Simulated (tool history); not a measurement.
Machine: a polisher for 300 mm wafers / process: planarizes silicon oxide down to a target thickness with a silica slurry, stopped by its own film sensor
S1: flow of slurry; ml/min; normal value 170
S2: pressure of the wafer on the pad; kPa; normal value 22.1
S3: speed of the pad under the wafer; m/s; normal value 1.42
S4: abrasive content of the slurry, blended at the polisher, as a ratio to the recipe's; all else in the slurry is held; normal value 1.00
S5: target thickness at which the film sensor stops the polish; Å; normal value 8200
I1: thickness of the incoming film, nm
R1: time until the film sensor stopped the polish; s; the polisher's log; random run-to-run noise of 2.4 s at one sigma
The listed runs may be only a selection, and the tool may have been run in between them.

{"run": 1, "hour": 0.0, "S1": 150, "S2": 22.1, "S3": 1.42, "S4": 1.0, "S5": 8200, "I1": 1235.7, "R1": 151.5}
{"run": 2, "hour": 45.3, "S1": 150, "S2": 22.1, "S3": 1.42, "S4": 1.0, "S5": 8200, "I1": 1254.2, "R1": 157.7}
{"run": 3, "hour": 87.6, "S1": 170, "S2": 22.1, "S3": 1.42, "S4": 1.0, "S5": 8200, "I1": 1252.0, "R1": 153.9}
{"hour": 105.8, "done": "worn pad replaced by a new one"}
{"run": 4, "hour": 120.3, "S1": 170, "S2": 22.1, "S3": 1.42, "S4": 1.0, "S5": 8200, "I1": 1249.9, "R1": 155.7}
{"run": 5, "hour": 173.9, "S1": 170, "S2": 22.1, "S3": 1.42, "S4": 0.75, "S5": 8200, "I1": 1264.0, "R1": 192.2}
{"run": 6, "hour": 215.4, "S1": 170, "S2": 22.1, "S3": 1.42, "S4": 0.75, "S5": 8200, "I1": 1250.8, "R1": 187.7}
{"hour": 233.9, "done": "worn pad replaced by a new one"}
{"hour": 240.9, "done": "slurry blender recalibrated"}
{"run": 7, "hour": 246.7, "S1": 170, "S2": 22.1, "S3": 1.42, "S4": 0.75, "S5": 8200, "I1": 1263.1, "R1": 176.1}
{"hour": 251.3, "done": "conditioning disc replaced and pad reconditioned"}
{"run": 8, "hour": 300.3, "S1": 170, "S2": 22.1, "S3": 1.42, "S4": 1.0, "S5": 8200, "I1": 1251.2, "R1": 149.0}
{"run": 9, "hour": 359.0, "S1": 210, "S2": 22.1, "S3": 1.42, "S4": 1.0, "S5": 8200, "I1": 1235.8, "R1": 142.1}
{"hour": 375.9, "done": "worn pad replaced by a new one"}
{"run": 10, "hour": 409.1, "S1": 170, "S2": 22.1, "S3": 1.42, "S4": 1.15, "S5": 9610, "I1": 1264.2, "R1": 99.5}
{"hour": 446.0, "done": "slurry nozzle cleaned"}
{"run": 11, "hour": 480.2, "S1": 170, "S2": 26.9, "S3": 1.64, "S4": 0.85, "S5": 7560, "I1": 1275.5, "R1": 139.8}
{"hour": 515.1, "done": "worn pad replaced by a new one"}
{"run": 12, "hour": 526.2, "S1": 170, "S2": 22.1, "S3": 1.42, "S4": 1.2, "S5": 8200, "I1": 1261.1, "R1": 132.0}
{"hour": 571.4, "done": "head pressure recalibrated"}
{"run": 13, "hour": 573.4, "S1": 170, "S2": 22.1, "S3": 1.42, "S4": 1.0, "S5": 8200, "I1": 1280.5, "R1": 162.9}
{"run": 14, "hour": 601.5, "S1": 215, "S2": 29.6, "S3": 1.42, "S4": 0.9, "S5": 9690, "I1": 1253.9, "R1": 75.1}
{"hour": 606.6, "done": "slurry blender recalibrated"}
{"hour": 649.0, "done": "worn pad replaced by a new one"}
{"hour": 653.3, "done": "conditioning disc replaced and pad reconditioned"}
{"run": 15, "hour": 659.5, "S1": 170, "S2": 22.1, "S3": 1.42, "S4": 1.0, "S5": 8200, "I1": 1281.0, "R1": 152.6}
{"run": 16, "hour": 729.0, "S1": 135, "S2": 15.2, "S3": 1.42, "S4": 1.0, "S5": 8200, "I1": 1248.5, "R1": 233.9}

What if the next run were any one of these 3? Each begins from the tool's condition after run 16:
{"run": "A", "hour": 729.5, "S1": 155, "S2": 22.1, "S3": 1.42, "S4": 1.0, "S5": 8200, "I1": 1283.9, "R1": "?"}
{"run": "B", "hour": 729.5, "S1": 170, "S2": 16.5, "S3": 1.42, "S4": 1.25, "S5": 6960, "I1": 1283.9, "R1": "?"}
{"run": "C", "hour": 729.5, "S1": 170, "S2": 16.5, "S3": 1.58, "S4": 1.0, "S5": 8200, "I1": 1283.9, "R1": "?"}

run=A R1=162.6
run=B R1=240.8
run=C R1=195.1
The same runs, with their run-to-run variation unchanged, on a tool lacking any hidden condition would have given:
run=A R1=142.6
run=B R1=214.0
run=C R1=172.1
